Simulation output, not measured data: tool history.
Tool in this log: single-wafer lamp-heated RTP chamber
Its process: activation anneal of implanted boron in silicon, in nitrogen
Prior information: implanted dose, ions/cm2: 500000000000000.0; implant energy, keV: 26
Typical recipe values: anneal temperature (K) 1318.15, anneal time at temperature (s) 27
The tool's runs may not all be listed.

run,hour,anneal temperature (K),anneal time at temperature (s),"read-back reference wafer on the same gauge, sheet resistance",sheet resistance of the implanted and annealed layer (ohm/square)
1,0,1318.15,27,253.99,212.9
# hour 20: pyrometer window cleaned and pyrometer calibrated
2,93.4,1318.15,27,253.94,213.2
3,187.2,1318.15,27,253.92,212.73
# hour 236.1: reflector plate cleaned
4,244,1318.15,27,254.04,212.45
5,311.5,1318.15,27,254.07,213.27
6,384.2,1334.15,40,254.06,210.64
7,490.3,1334.15,40,253.99,210.64
8,586.1,1334.15,40,254,210.07
9,690.3,1339.15,27,253.98,211.38
10,780.4,1339.15,27,254.03,211.47
# hour 804.7: pyrometer window cleaned and pyrometer calibrated
11,871.6,1301.15,34,254,214.16
# hour 960.8: reflector plate cleaned
12,961.2,1301.15,34,254.06,214.69
13,1275.7,1318.15,27,253.98,213.22
14,1372,1291.15,23,253.93,216.62
15,1478.7,1318.15,15,254.02,214.15
16,1538.2,1318.15,27,253.9,212.49
# hour 1582.7: pyrometer window cleaned and pyrometer calibrated
# hour 1649.7: reflector plate cleaned
17,1650.2,1318.15,15,253.92,214.59
18,1739.7,1332.15,27,253.98,212.23
19,1807.9,1291.15,16,254.01,217.52
20,1895.1,1318.15,27,253.99,212.86
21,1935.3,1340.15,35,254,210.65
22,2010.7,1293.15,22,254.09,215.85
23,2052.5,1345.15,32,254.02,210.72
24,2129.9,1318.15,27,253.97,213.04
25,2223.7,1318.15,27,253.97,212.7
26,2284.2,1293.15,37,253.99,215.13
# hour 2302.4: gauge calibrated
27,2323.1,1346.15,21,254,211.42
# hour 2341.7: pyrometer window cleaned and pyrometer calibrated
28,2395.1,1290.15,18,254.06,217.66
# hour 2512.5: reflector plate cleaned
29,2714.7,1318.15,43,253.93,211.45
30,2791.9,1294.15,14,254,216.52
31,2880.6,1328.15,16,253.93,213
32,2955.7,1318.15,27,253.99,213.37
33,3009.7,1337.15,27,253.93,211.62
34,3052.4,1318.15,27,254,213.26
35,3116.7,1318.15,42,254.08,211.89

Below are 5 alternative next runs, each starting from the tool's condition after run 35. Predict each:
A,3117.1,1341.15,27,?,?
B,3117.1,1288.15,15,?,?
C,3117.1,1307.15,21,?,?
D,3117.1,1318.15,38,?,?
E,3117.1,1340.15,11,?,?

run,"read-back reference wafer on the same gauge, sheet resistance",sheet resistance of the implanted and annealed layer (ohm/square)
A,254.08,211.46
B,254.08,218.37
C,254.08,214.72
D,254.08,212.07
E,254.08,213.8
What these runs would have given with no unlogged condition in the tool:
run,sheet resistance of the implanted and annealed layer (ohm/square)
A,211.46
B,218.37
C,214.72
D,212.07
E,213.8
